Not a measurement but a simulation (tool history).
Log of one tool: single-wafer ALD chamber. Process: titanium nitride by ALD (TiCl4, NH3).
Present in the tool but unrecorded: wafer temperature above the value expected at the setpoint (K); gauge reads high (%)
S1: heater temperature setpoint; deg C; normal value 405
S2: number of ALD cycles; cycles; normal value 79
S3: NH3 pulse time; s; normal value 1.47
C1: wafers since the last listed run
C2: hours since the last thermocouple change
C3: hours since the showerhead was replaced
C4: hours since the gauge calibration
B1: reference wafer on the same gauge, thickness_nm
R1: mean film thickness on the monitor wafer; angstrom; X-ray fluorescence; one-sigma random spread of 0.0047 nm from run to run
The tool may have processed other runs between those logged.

Run 1, hour 0: usual settings; C1 0; C2 1724.1; C3 3562.9; C4 414.3; B1 1.919. Result: R1 19 angstrom.
Run 2, hour 8.2: usual settings but S2 74 cycles, S3 1.34 s; C1 21; C2 1732.3; C3 3571.1; C4 422.5; B1 1.921. Result: R1 17.63 angstrom.
Run 3, hour 18.1: usual settings; C1 25; C2 1742.2; C3 3581; C4 432.4; B1 1.92. Result: R1 19.02 angstrom.
Run 4, hour 32.5: usual settings but S2 67 cycles, S3 1.26 s; C1 37; C2 1756.6; C3 3595.4; C4 446.8; B1 1.918. Result: R1 16.05 angstrom.
Run 5, hour 38.9: usual settings but S2 67 cycles, S3 1.26 s; C1 16; C2 1763; C3 3601.8; C4 453.2; B1 1.921. Result: R1 16.02 angstrom.
Run 6, hour 56.1: usual settings but S2 67 cycles, S3 1.26 s; C1 44; C2 1780.2; C3 3619; C4 470.4; B1 1.919. Result: R1 15.95 angstrom.
Run 7, hour 62.4: usual settings; C1 16; C2 1786.5; C3 3625.3; C4 476.7; B1 1.917. Result: R1 19.01 angstrom.
Run 8, hour 72.2: usual settings; C1 25; C2 1796.3; C3 3635.1; C4 486.5; B1 1.921. Result: R1 19.06 angstrom.
Run 9, hour 109.5: usual settings but S3 1.21 s; C1 97; C2 1833.6; C3 3672.4; C4 523.8; B1 1.921. Result: R1 18.82 angstrom.
Run 10, hour 115.6: usual settings but S3 1.21 s; C1 15; C2 1839.7; C3 3678.5; C4 529.9; B1 1.92. Result: R1 18.81 angstrom.
Run 11, hour 128.7: usual settings but S3 1.21 s; C1 34; C2 1852.8; C3 3691.6; C4 543; B1 1.92. Result: R1 18.79 angstrom.
Run 12, hour 143.7: usual settings but S2 69 cycles; C1 39; C2 1867.8; C3 3706.6; C4 558; B1 1.919. Result: R1 16.48 angstrom.
Run 13, hour 193.1: usual settings but S2 69 cycles; C1 129; C2 1917.2; C3 3756; C4 607.4; B1 1.92. Result: R1 16.59 angstrom.
Run 14, hour 206.4: usual settings; C1 34; C2 1930.5; C3 3769.3; C4 620.7; B1 1.92. Result: R1 19.06 angstrom.
Run 15, hour 220.5: usual settings; C1 36; C2 1944.6; C3 3783.4; C4 634.8; B1 1.919. Result: R1 18.9 angstrom.
Run 16, hour 227.2: usual settings; C1 17; C2 1951.3; C3 3790.1; C4 641.5; B1 1.922. Result: R1 18.99 angstrom.
At hour 232.1: gauge calibrated.
Run 17, hour 241.3: usual settings; C1 36; C2 1965.4; C3 3804.2; C4 9.2; B1 1.919. Result: R1 18.92 angstrom.
Run 18, hour 258.5: usual settings; C1 44; C2 1982.6; C3 3821.4; C4 26.4; B1 1.92. Result: R1 19.01 angstrom.
Run 19, hour 267.9: usual settings; C1 24; C2 1992; C3 3830.8; C4 35.8; B1 1.92. Result: R1 19.05 angstrom.
Run 20, hour 299.7: usual settings; C1 83; C2 2023.8; C3 3862.6; C4 67.6; B1 1.921. Result: R1 18.9 angstrom.
Run 21, hour 316.4: usual settings but S3 1.84 s; C1 43; C2 2040.5; C3 3879.3; C4 84.3; B1 1.921. Result: R1 19.07 angstrom.
Run 22, hour 324.5: usual settings but S1 409 deg C, S2 71 cycles; C1 21; C2 2048.6; C3 3887.4; C4 92.4; B1 1.918. Result: R1 17.12 angstrom.
Run 23, hour 338.1: usual settings but S2 88 cycles, S3 1.81 s; C1 35; C2 2062.2; C3 3901; C4 106; B1 1.92. Result: R1 21.3 angstrom.
Run 24, hour 346.4: usual settings but S1 392 deg C, S2 65 cycles, S3 1.92 s; C1 21; C2 2070.5; C3 3909.3; C4 114.3; B1 1.919. Result: R1 15.61 angstrom.
Run 25, hour 355.7: usual settings but S3 1.87 s; C1 24; C2 2079.8; C3 3918.6; C4 123.6; B1 1.919. Result: R1 19.05 angstrom.

Forecast run 26:
Run 26, hour 372.8: usual settings; C1 44; C2 2096.9; C3 3935.7; C4 140.7; B1 ?. Result: R1 ?.

B1: 1.92
R1: 18.94 angstrom
Without the tool's hidden state the same run would have given R1 18.94 angstrom.

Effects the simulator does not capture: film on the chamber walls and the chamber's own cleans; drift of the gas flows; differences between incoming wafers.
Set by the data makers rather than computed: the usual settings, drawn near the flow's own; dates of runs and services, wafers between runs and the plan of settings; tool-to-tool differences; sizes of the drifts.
